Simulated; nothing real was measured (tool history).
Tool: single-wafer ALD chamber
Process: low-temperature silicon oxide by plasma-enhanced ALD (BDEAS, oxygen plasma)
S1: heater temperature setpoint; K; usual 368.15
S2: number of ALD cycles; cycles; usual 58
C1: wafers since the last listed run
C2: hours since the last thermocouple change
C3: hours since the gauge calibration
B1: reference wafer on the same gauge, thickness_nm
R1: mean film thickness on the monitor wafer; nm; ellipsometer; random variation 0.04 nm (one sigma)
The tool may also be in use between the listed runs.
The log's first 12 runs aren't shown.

Run 13, day 27.867: usual settings; C1 213; C2 92.9; C3 505.1; B1 8.662. Result: R1 8.799 nm.
Run 14, day 29.404: usual settings; C1 128; C2 129.8; C3 542; B1 8.671. Result: R1 8.775 nm.
Run 15, day 32.233: usual settings; C1 236; C2 197.7; C3 609.9; B1 8.653. Result: R1 8.842 nm.
Run 16, day 34.158: usual settings; C1 161; C2 243.9; C3 656.1; B1 8.67. Result: R1 8.743 nm.
Run 17, day 36.238: usual settings but S1 371.15 K, S2 55 cycles; C1 174; C2 293.8; C3 706; B1 8.671. Result: R1 8.263 nm.
Run 18, day 37.329: usual settings but S1 376.15 K, S2 47 cycles; C1 91; C2 320; C3 732.2; B1 8.671. Result: R1 6.968 nm.
Run 19, day 40.142: usual settings; C1 235; C2 387.5; C3 799.7; B1 8.668. Result: R1 8.759 nm.
Run 20, day 42.125: usual settings but S2 48 cycles; C1 165; C2 435.1; C3 847.3; B1 8.683. Result: R1 7.277 nm.
Run 21, day 44.429: usual settings; C1 192; C2 490.4; C3 902.6; B1 8.657. Result: R1 8.784 nm.
Run 22, day 46.825: usual settings but S2 61 cycles; C1 200; C2 547.9; C3 960.1; B1 8.672. Result: R1 9.201 nm.
Run 23, day 47.862: usual settings but S1 359.15 K; C1 86; C2 572.8; C3 985; B1 8.664. Result: R1 8.98 nm.
Run 24, day 50.042: usual settings but S1 372.15 K, S2 61 cycles; C1 182; C2 625.1; C3 1037.3; B1 8.664. Result: R1 9.102 nm.
Run 25, day 51.879: usual settings but S1 361.15 K, S2 49 cycles; C1 153; C2 669.2; C3 1081.4; B1 8.68. Result: R1 7.581 nm.
At day 54.258: gauge calibrated.
Run 26, day 54.383: usual settings but S1 375.15 K, S2 49 cycles; C1 209; C2 729.3; C3 3; B1 8.675. Result: R1 7.246 nm.
Run 27, day 56.475: usual settings but S2 52 cycles; C1 175; C2 779.5; C3 53.2; B1 8.68. Result: R1 7.877 nm.
Run 28, day 58.433: usual settings but S1 362.15 K, S2 48 cycles; C1 163; C2 826.5; C3 100.2; B1 8.663. Result: R1 7.394 nm.
Run 29, day 61.304: usual settings but S1 382.15 K, S2 61 cycles; C1 240; C2 895.4; C3 169.1; B1 8.662. Result: R1 8.982 nm.
Run 30, day 62.654: usual settings but S1 374.15 K, S2 64 cycles; C1 112; C2 927.8; C3 201.5; B1 8.668. Result: R1 9.452 nm.
Run 31, day 64.775: usual settings but S1 359.15 K; C1 177; C2 978.7; C3 252.4; B1 8.673. Result: R1 9.084 nm.
Run 32, day 66.733: usual settings; C1 163; C2 1025.7; C3 299.4; B1 8.664. Result: R1 8.738 nm.
Run 33, day 69.004: usual settings but S1 375.15 K, S2 69 cycles; C1 190; C2 1080.2; C3 353.9; B1 8.669. Result: R1 10.339 nm.
Run 34, day 70.742: usual settings but S1 360.15 K, S2 54 cycles; C1 145; C2 1121.9; C3 395.6; B1 8.659. Result: R1 8.414 nm.

Forecast each of these 5 alternatives for the next run:
Run A, day 70.762: usual settings; C1 1; C2 1122.4; C3 396.1; B1 ?. Result: R1 ?.
Run B, day 70.762: usual settings but S1 373.15 K, S2 47 cycles; C1 1; C2 1122.4; C3 396.1; B1 ?. Result: R1 ?.
Run C, day 70.762: usual settings but S1 357.15 K, S2 63 cycles; C1 1; C2 1122.4; C3 396.1; B1 ?. Result: R1 ?.
Run D, day 70.762: usual settings but S1 375.15 K; C1 1; C2 1122.4; C3 396.1; B1 ?. Result: R1 ?.
Run E, day 70.762: usual settings but S1 373.15 K; C1 1; C2 1122.4; C3 396.1; B1 ?. Result: R1 ?.

run     B1     R1
  A  8.678  8.844
  B  8.678  7.055
  C  8.678  9.936
  D  8.678  8.669
  E  8.678  8.706
Without the tool's hidden state the same runs would have given:
run     R1
  A  8.844
  B  7.055
  C  9.936
  D  8.669
  E  8.706

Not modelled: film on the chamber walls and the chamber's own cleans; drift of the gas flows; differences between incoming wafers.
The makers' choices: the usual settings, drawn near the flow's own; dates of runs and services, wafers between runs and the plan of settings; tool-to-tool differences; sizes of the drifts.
